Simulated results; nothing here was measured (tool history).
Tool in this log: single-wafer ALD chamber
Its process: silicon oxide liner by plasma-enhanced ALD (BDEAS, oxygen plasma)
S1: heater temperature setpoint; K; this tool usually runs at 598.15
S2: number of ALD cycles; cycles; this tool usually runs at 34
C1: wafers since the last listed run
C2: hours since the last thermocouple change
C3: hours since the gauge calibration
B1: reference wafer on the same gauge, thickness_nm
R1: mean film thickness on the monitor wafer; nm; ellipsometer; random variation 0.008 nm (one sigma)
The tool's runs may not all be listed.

{"run": 1, "hour": 0.0, "S1": 598.15, "S2": 34, "C1": 0, "C2": 2094.2, "C3": 296.3, "B1": 2.618, "R1": 2.892}
{"run": 2, "hour": 25.6, "S1": 598.15, "S2": 34, "C1": 241, "C2": 2119.8, "C3": 321.9, "B1": 2.621, "R1": 2.912}
{"run": 3, "hour": 48.7, "S1": 598.15, "S2": 34, "C1": 217, "C2": 2142.9, "C3": 345.0, "B1": 2.62, "R1": 2.894}
{"run": 4, "hour": 82.9, "S1": 598.15, "S2": 34, "C1": 322, "C2": 2177.1, "C3": 379.2, "B1": 2.62, "R1": 2.914}
{"run": 5, "hour": 109.8, "S1": 598.15, "S2": 34, "C1": 253, "C2": 2204.0, "C3": 406.1, "B1": 2.616, "R1": 2.905}
{"run": 6, "hour": 137.1, "S1": 598.15, "S2": 34, "C1": 257, "C2": 2231.3, "C3": 433.4, "B1": 2.619, "R1": 2.9}
{"run": 7, "hour": 165.0, "S1": 598.15, "S2": 34, "C1": 263, "C2": 2259.2, "C3": 461.3, "B1": 2.621, "R1": 2.906}
{"hour": 206.2, "done": "thermocouple changed; heater temperature recalibrated"}
{"run": 8, "hour": 206.7, "S1": 598.15, "S2": 34, "C1": 317, "C2": 0.5, "C3": 503.0, "B1": 2.624, "R1": 2.899}
{"run": 9, "hour": 233.4, "S1": 598.15, "S2": 34, "C1": 251, "C2": 27.2, "C3": 529.7, "B1": 2.621, "R1": 2.907}
{"run": 10, "hour": 248.6, "S1": 598.15, "S2": 34, "C1": 143, "C2": 42.4, "C3": 544.9, "B1": 2.621, "R1": 2.902}
{"run": 11, "hour": 263.3, "S1": 610.15, "S2": 34, "C1": 138, "C2": 57.1, "C3": 559.6, "B1": 2.622, "R1": 2.843}
{"run": 12, "hour": 287.8, "S1": 598.15, "S2": 34, "C1": 231, "C2": 81.6, "C3": 584.1, "B1": 2.622, "R1": 2.909}
{"hour": 299.8, "done": "gauge calibrated"}
{"run": 13, "hour": 314.1, "S1": 598.15, "S2": 34, "C1": 248, "C2": 107.9, "C3": 14.3, "B1": 2.617, "R1": 2.897}
{"run": 14, "hour": 358.1, "S1": 603.15, "S2": 39, "C1": 415, "C2": 151.9, "C3": 58.3, "B1": 2.621, "R1": 3.301}
{"run": 15, "hour": 393.3, "S1": 612.15, "S2": 37, "C1": 332, "C2": 187.1, "C3": 93.5, "B1": 2.621, "R1": 3.086}
{"run": 16, "hour": 410.4, "S1": 598.15, "S2": 37, "C1": 161, "C2": 204.2, "C3": 110.6, "B1": 2.621, "R1": 3.151}
{"run": 17, "hour": 435.0, "S1": 583.15, "S2": 31, "C1": 232, "C2": 228.8, "C3": 135.2, "B1": 2.617, "R1": 2.719}
{"run": 18, "hour": 464.7, "S1": 591.15, "S2": 39, "C1": 280, "C2": 258.5, "C3": 164.9, "B1": 2.62, "R1": 3.375}
{"run": 19, "hour": 535.1, "S1": 583.15, "S2": 30, "C1": 664, "C2": 328.9, "C3": 235.3, "B1": 2.621, "R1": 2.622}
{"run": 20, "hour": 548.7, "S1": 605.15, "S2": 34, "C1": 128, "C2": 342.5, "C3": 248.9, "B1": 2.621, "R1": 2.868}
{"run": 21, "hour": 565.5, "S1": 602.15, "S2": 36, "C1": 158, "C2": 359.3, "C3": 265.7, "B1": 2.621, "R1": 3.067}
{"run": 22, "hour": 588.7, "S1": 598.15, "S2": 34, "C1": 218, "C2": 382.5, "C3": 288.9, "B1": 2.62, "R1": 2.892}
{"run": 23, "hour": 623.6, "S1": 591.15, "S2": 34, "C1": 329, "C2": 417.4, "C3": 323.8, "B1": 2.618, "R1": 2.918}

Branching from run 23: 4 alternative next runs. What would each branch give?
{"run": "A", "hour": 624.0, "S1": 598.15, "S2": 31, "C1": 3, "C2": 417.8, "C3": 324.2, "B1": "?", "R1": "?"}
{"run": "B", "hour": 624.0, "S1": 603.15, "S2": 31, "C1": 3, "C2": 417.8, "C3": 324.2, "B1": "?", "R1": "?"}
{"run": "C", "hour": 624.0, "S1": 592.15, "S2": 37, "C1": 3, "C2": 417.8, "C3": 324.2, "B1": "?", "R1": "?"}
{"run": "D", "hour": 624.0, "S1": 588.15, "S2": 40, "C1": 3, "C2": 417.8, "C3": 324.2, "B1": "?", "R1": "?"}

run=A B1=2.619 R1=2.659
run=B B1=2.619 R1=2.637
run=C B1=2.619 R1=3.205
run=D B1=2.619 R1=3.487
With no hidden state in the tool, these same runs would have given:
run=A R1=2.659
run=B R1=2.637
run=C R1=3.205
run=D R1=3.487
